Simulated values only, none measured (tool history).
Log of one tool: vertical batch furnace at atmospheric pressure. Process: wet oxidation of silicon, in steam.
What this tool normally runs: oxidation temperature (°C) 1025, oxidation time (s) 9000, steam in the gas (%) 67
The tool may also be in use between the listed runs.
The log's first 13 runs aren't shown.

run,hour,oxidation temperature (°C),oxidation time (s),steam in the gas (%),wafers since the last listed run,hours since the last temperature calibration,hours since the steam generator was serviced,hours since the gauge calibration,"read-back reference wafer on the same gauge, thickness",oxide thickness on the monitor wafer (angstrom)
14,994.2,1025,9000,67,493,1639.7,1786.9,1899.7,685.31,6157.1
15,1098.6,1025,9000,67,1314,1744.1,1891.3,2004.1,684.93,6202.2
16,1146.3,1025,9000,67,600,1791.8,1939,2051.8,685,6184.7
17,1236.1,1025,9000,67,1130,1881.6,2028.8,2141.6,684.7,6163.5
18,1328.9,1025,9000,67,1168,1974.4,2121.6,2234.4,684.23,6120.8
19,1374.5,1025,13200,67,574,2020,2167.2,2280,684.58,7770.7
20,1451.3,1017,9000,67,966,2096.8,2244,2356.8,684.96,5874.5
# hour 1496.5: steam generator serviced
21,1497,1025,9000,67,273,2142.5,0.5,2402.5,685.23,6365.1
22,1575.3,1038,9000,67,985,2220.8,78.8,2480.8,684.89,6765.1
23,1623.9,1040,9000,62,611,2269.4,127.4,2529.4,684.83,6523.2
# hour 1664.8: thermocouples replaced and temperature profile calibrated
24,1725.4,1048,9000,67,975,60.6,228.9,2630.9,685.39,7150.2
25,1779.7,1010,7710,67,683,114.9,283.2,2685.2,684.44,5300.3
# hour 1787.7: gauge calibrated
26,2051.2,1009,12930,62,3418,386.4,554.7,263.5,684.33,6935
27,2092.9,1034,12630,75,525,428.1,596.4,305.2,685.28,8666
28,2188.6,1025,10440,77,1204,523.8,692.1,400.9,684.91,7491.9
29,2288.1,1025,9000,67,1252,623.3,791.6,500.4,684.92,6300.3
30,2388.8,1025,9000,67,1267,724,892.3,601.1,685.67,6286.4
31,2479.6,1025,4650,67,1143,814.8,983.1,691.9,684.92,4155
32,2567.9,1025,6390,67,1111,903.1,1071.4,780.2,685.15,5099.8
33,2802.6,1025,9000,67,2954,1137.8,1306.1,1014.9,685.12,6269.9
34,2872.3,1018,4560,73,877,1207.5,1375.8,1084.6,685.36,4118.4

Alternative continuations, all from the tool just after run 34; predict every row:
A,2879.4,1025,9000,67,89,1214.6,1382.9,1091.7,?,?
B,2879.4,1048,9000,57,89,1214.6,1382.9,1091.7,?,?
C,2879.4,1025,13230,67,89,1214.6,1382.9,1091.7,?,?

run,"read-back reference wafer on the same gauge, thickness",oxide thickness on the monitor wafer (angstrom)
A,685.12,6229.7
B,685.12,6348.3
C,685.12,7841.1
With the hidden condition removed and each run's random variation left untouched, the same runs would have given:
run,oxide thickness on the monitor wafer (angstrom)
A,6353.1
B,6470.3
C,7992

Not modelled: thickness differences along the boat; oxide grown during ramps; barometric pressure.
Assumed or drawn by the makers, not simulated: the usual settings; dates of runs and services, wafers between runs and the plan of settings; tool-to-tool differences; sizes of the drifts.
